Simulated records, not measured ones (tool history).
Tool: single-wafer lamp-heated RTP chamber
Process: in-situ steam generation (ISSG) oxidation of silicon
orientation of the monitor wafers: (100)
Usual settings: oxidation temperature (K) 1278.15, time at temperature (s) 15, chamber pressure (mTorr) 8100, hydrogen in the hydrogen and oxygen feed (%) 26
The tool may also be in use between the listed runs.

run	hour	oxidation temperature (K)	time at temperature (s)	chamber pressure (mTorr)	hydrogen in the hydrogen and oxygen feed (%)	wafers since the last listed run	wafers since the last pyrometer calibration	hours since the pressure gauge was zeroed	hours since the hydrogen flow controller was replaced	hours since the gauge calibration	read-back reference wafer on the same gauge, thickness	oxide thickness on the monitor wafer (Å)
1	0.0	1278.15	15	8100	26	0	2104	1541.7	2747.5	109.5	4.780	50.52
2	61.1	1278.15	15	8100	26	472	2577	1602.8	2808.6	170.6	4.779	50.57
3	145.1	1278.15	15	8100	26	649	3226	1686.8	2892.6	254.6	4.780	50.59
4	187.7	1278.15	15	8100	31	329	3556	1729.4	2935.2	297.2	4.780	52.92
5	285.7	1278.15	15	8100	31	757	4313	1827.4	3033.2	395.2	4.780	53.12
6	365.7	1278.15	11	8100	26	618	4932	1907.4	3113.2	475.2	4.780	44.26
7	444.6	1278.15	11	8100	26	610	5542	1986.3	3192.1	554.1	4.780	44.19
8	527.1	1278.15	11	8100	26	637	6180	2068.8	3274.6	636.6	4.780	44.31
9	598.9	1278.15	15	8100	26	555	6735	2140.6	3346.4	708.4	4.781	50.83
# hour 638.4: pyrometer window cleaned and pyrometer calibrated
10	687.3	1278.15	15	8100	26	621	378	2229.0	3434.8	796.8	4.780	50.32
11	771.6	1290.15	15	8100	26	651	1030	2313.3	3519.1	881.1	4.780	52.67
12	821.0	1290.15	15	8100	26	382	1412	2362.7	3568.5	930.5	4.781	52.71
13	908.7	1278.15	15	8100	26	678	2090	2450.4	3656.2	1018.2	4.780	50.36
# hour 969.8: hydrogen flow controller replaced
14	1012.2	1278.15	15	8100	26	738	2829	2553.9	42.4	1121.7	4.780	51.17
15	1098.8	1278.15	15	8100	26	669	3498	2640.5	129.0	1208.3	4.779	51.22
16	1174.6	1278.15	15	8100	32	586	4084	2716.3	204.8	1284.1	4.779	54.11
17	1263.3	1260.15	15	8500	26	685	4770	2805.0	293.5	1372.8	4.780	47.62
# hour 1379.5: pyrometer window cleaned and pyrometer calibrated
18	1410.3	1278.15	12	8800	26	1074	237	2952.0	440.5	1519.8	4.782	45.71
19	1488.0	1278.15	15	8100	26	600	838	3029.7	518.2	1597.5	4.782	50.71
# hour 1552.1: pressure gauge zeroed
# hour 1580.4: gauge calibrated
20	1595.3	1264.15	19	9400	32	767	1606	43.2	625.5	14.9	4.780	55.15
21	1649.9	1278.15	15	9000	26	422	2028	97.8	680.1	69.5	4.780	50.25
22	1728.2	1278.15	15	8800	19	605	2634	176.1	758.4	147.8	4.779	46.81
23	1772.0	1278.15	15	8100	20	338	2972	219.9	802.2	191.6	4.780	47.56
24	1843.0	1267.15	15	8100	26	549	3521	290.9	873.2	262.6	4.780	48.75
25	1917.7	1278.15	17	7300	26	577	4099	365.6	947.9	337.3	4.780	53.89
26	1955.0	1288.15	15	7500	30	288	4388	402.9	985.2	374.6	4.781	55.11
27	2011.9	1278.15	15	8100	26	440	4828	459.8	1042.1	431.5	4.779	51.01
28	2107.3	1278.15	15	8100	26	737	5565	555.2	1137.5	526.9	4.780	51.02
29	2197.6	1278.15	15	8600	26	698	6264	645.5	1227.8	617.2	4.779	50.93
# hour 2241.9: pyrometer window cleaned and pyrometer calibrated
30	2287.9	1278.15	15	8100	26	636	355	735.8	1318.1	707.5	4.779	50.43

What the log doesn't show, run by run:
true pressure minus gauge reading, Torr: 0 in every run
gauge reads high (%): 0 in every run
H1: true wafer temperature minus pyrometer reading, K
H2: deviation of the hydrogen flow from its setpoint, %
run	H1	H2
1	1.67	-6
2	1.91	-6.04
3	2.25	-6.08
4	2.42	-6.11
5	2.8	-6.16
6	3.12	-6.2
7	3.43	-6.23
8	3.76	-6.27
9	4.04	-6.3
10	0.518	-6.33
11	0.852	-6.36
12	1.05	-6.38
13	1.39	-6.41
14	1.8	0.304
15	2.15	-0.0737
16	2.45	-0.385
17	2.8	-0.729
18	0.388	-1.25
19	0.696	-1.5
20	1.12	-1.83
21	1.34	-1.99
22	1.65	-2.2
23	1.82	-2.32
24	2.1	-2.5
25	2.4	-2.67
26	2.54	-2.76
27	2.77	-2.88
28	3.15	-3.08
29	3.51	-3.26
30	0.673	-3.42
